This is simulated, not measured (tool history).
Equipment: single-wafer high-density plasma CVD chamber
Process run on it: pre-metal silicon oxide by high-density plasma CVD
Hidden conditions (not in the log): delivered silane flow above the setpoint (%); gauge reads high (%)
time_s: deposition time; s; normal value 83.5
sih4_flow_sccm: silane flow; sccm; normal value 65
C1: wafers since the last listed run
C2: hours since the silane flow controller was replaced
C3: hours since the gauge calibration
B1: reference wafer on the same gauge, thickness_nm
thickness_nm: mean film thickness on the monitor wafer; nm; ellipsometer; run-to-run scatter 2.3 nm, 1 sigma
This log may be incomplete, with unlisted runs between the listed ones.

Run 1, hour 0.0: usual settings; C1 0; C2 708.5; C3 261.1; B1 639.570. Result: thickness_nm 586.227 nm.
Run 2, hour 56.8: usual settings; C1 638; C2 765.3; C3 317.9; B1 639.669. Result: thickness_nm 583.434 nm.
Run 3, hour 105.4: usual settings; C1 546; C2 813.9; C3 366.5; B1 640.124. Result: thickness_nm 585.459 nm.
Run 4, hour 172.6: usual settings but sih4_flow_sccm 55 sccm; C1 755; C2 881.1; C3 433.7; B1 639.021. Result: thickness_nm 494.134 nm.
Run 5, hour 215.6: usual settings but sih4_flow_sccm 60 sccm; C1 483; C2 924.1; C3 476.7; B1 639.368. Result: thickness_nm 543.974 nm.
Run 6, hour 269.6: usual settings; C1 607; C2 978.1; C3 530.7; B1 639.418. Result: thickness_nm 589.897 nm.
Run 7, hour 323.1: usual settings; C1 601; C2 1031.6; C3 584.2; B1 640.522. Result: thickness_nm 584.717 nm.
Run 8, hour 358.3: usual settings; C1 395; C2 1066.8; C3 619.4; B1 639.907. Result: thickness_nm 585.083 nm.
Run 9, hour 396.7: usual settings but sih4_flow_sccm 57 sccm; C1 431; C2 1105.2; C3 657.8; B1 640.083. Result: thickness_nm 514.705 nm.
Run 10, hour 446.4: usual settings but sih4_flow_sccm 57 sccm; C1 558; C2 1154.9; C3 707.5; B1 640.129. Result: thickness_nm 516.959 nm.
Run 11, hour 511.2: usual settings but sih4_flow_sccm 57 sccm; C1 728; C2 1219.7; C3 772.3; B1 639.963. Result: thickness_nm 515.867 nm.
Run 12, hour 546.4: usual settings but time_s 93.8 s; C1 395; C2 1254.9; C3 807.5; B1 639.688. Result: thickness_nm 661.030 nm.
At hour 583.1: gauge calibrated.
Run 13, hour 596.1: usual settings but time_s 93.8 s; C1 558; C2 1304.6; C3 13.0; B1 640.399. Result: thickness_nm 661.713 nm.
Run 14, hour 653.4: usual settings but time_s 93.8 s; C1 644; C2 1361.9; C3 70.3; B1 639.973. Result: thickness_nm 660.910 nm.
Run 15, hour 720.1: usual settings; C1 750; C2 1428.6; C3 137.0; B1 639.778. Result: thickness_nm 586.569 nm.
Run 16, hour 772.3: usual settings but sih4_flow_sccm 56 sccm; C1 587; C2 1480.8; C3 189.2; B1 640.545. Result: thickness_nm 508.530 nm.
At hour 788.7: silane flow controller replaced.
Run 17, hour 830.2: usual settings but sih4_flow_sccm 56 sccm; C1 561; C2 41.5; C3 247.1; B1 640.028. Result: thickness_nm 487.592 nm.
Run 18, hour 878.2: usual settings but sih4_flow_sccm 56 sccm; C1 539; C2 89.5; C3 295.1; B1 640.186. Result: thickness_nm 488.867 nm.
Run 19, hour 915.1: usual settings; C1 415; C2 126.4; C3 332.0; B1 639.614. Result: thickness_nm 565.852 nm.
Run 20, hour 976.2: usual settings but sih4_flow_sccm 57 sccm; C1 687; C2 187.5; C3 393.1; B1 640.229. Result: thickness_nm 504.192 nm.
Run 21, hour 1000.4: usual settings but time_s 89.4 s, sih4_flow_sccm 71 sccm; C1 272; C2 211.7; C3 417.3; B1 640.788. Result: thickness_nm 669.506 nm.
Run 22, hour 1035.9: usual settings but sih4_flow_sccm 58 sccm; C1 399; C2 247.2; C3 452.8; B1 639.609. Result: thickness_nm 513.247 nm.
Run 23, hour 1103.6: usual settings but time_s 74.8 s, sih4_flow_sccm 61 sccm; C1 761; C2 314.9; C3 520.5; B1 639.877. Result: thickness_nm 488.149 nm.
Run 24, hour 1166.3: usual settings but time_s 69.2 s, sih4_flow_sccm 52 sccm; C1 705; C2 377.6; C3 583.2; B1 640.718. Result: thickness_nm 383.852 nm.
Run 25, hour 1204.7: usual settings but time_s 73.4 s; C1 431; C2 416.0; C3 621.6; B1 639.199. Result: thickness_nm 510.386 nm.
Run 26, hour 1249.6: usual settings but time_s 93.8 s, sih4_flow_sccm 53 sccm; C1 504; C2 460.9; C3 666.5; B1 640.158. Result: thickness_nm 530.404 nm.
Run 27, hour 1304.9: usual settings but time_s 78.1 s, sih4_flow_sccm 74 sccm; C1 621; C2 516.2; C3 721.8; B1 640.225. Result: thickness_nm 617.135 nm.
Run 28, hour 1371.5: usual settings but time_s 74.7 s; C1 749; C2 582.8; C3 788.4; B1 638.823. Result: thickness_nm 522.147 nm.
Run 29, hour 1426.6: usual settings; C1 619; C2 637.9; C3 843.5; B1 639.673. Result: thickness_nm 589.256 nm.
At hour 1478.4: gauge calibrated.
Run 30, hour 1481.5: usual settings; C1 617; C2 692.8; C3 3.1; B1 639.650. Result: thickness_nm 581.451 nm.
Run 31, hour 1531.7: usual settings but time_s 92.1 s; C1 564; C2 743.0; C3 53.3; B1 639.997. Result: thickness_nm 644.362 nm.
Run 32, hour 1566.1: usual settings but time_s 88.1 s, sih4_flow_sccm 60 sccm; C1 386; C2 777.4; C3 87.7; B1 640.178. Result: thickness_nm 567.780 nm.
Run 33, hour 1618.4: usual settings; C1 588; C2 829.7; C3 140.0; B1 641.160. Result: thickness_nm 584.033 nm.
Run 34, hour 1671.3: usual settings but sih4_flow_sccm 76 sccm; C1 594; C2 882.6; C3 192.9; B1 640.764. Result: thickness_nm 679.371 nm.
Run 35, hour 1701.5: usual settings but time_s 69.2 s, sih4_flow_sccm 73 sccm; C1 339; C2 912.8; C3 223.1; B1 640.112. Result: thickness_nm 546.326 nm.
Run 36, hour 1745.9: usual settings but time_s 97.4 s, sih4_flow_sccm 74 sccm; C1 499; C2 957.2; C3 267.5; B1 640.598. Result: thickness_nm 779.180 nm.

Difference, measured minus no-hidden-state, one row per run. Run-to-run variation is common to both terms; the gauge's own scatter need not be:
run  thickness_nm
  1       +23.188
  2       +23.775
  3       +24.399
  4       +21.162
  5       +23.657
  6       +26.105
  7       +26.277
  8       +26.536
  9       +23.562
 10       +23.926
 11       +24.182
 12       +31.180
 13       +31.467
 14       +31.694
 15       +28.374
 16       +24.749
 17        +5.364
 18        +7.142
 19        +9.711
 20       +10.589
 21       +14.999
 22       +12.493
 23       +13.519
 24       +11.682
 25       +16.310
 26       +17.824
 27       +21.877
 28       +19.545
 29       +22.919
 30       +23.380
 31       +26.612
 32       +23.842
 33       +25.090
 34       +29.790
 35       +24.213
 36       +35.036
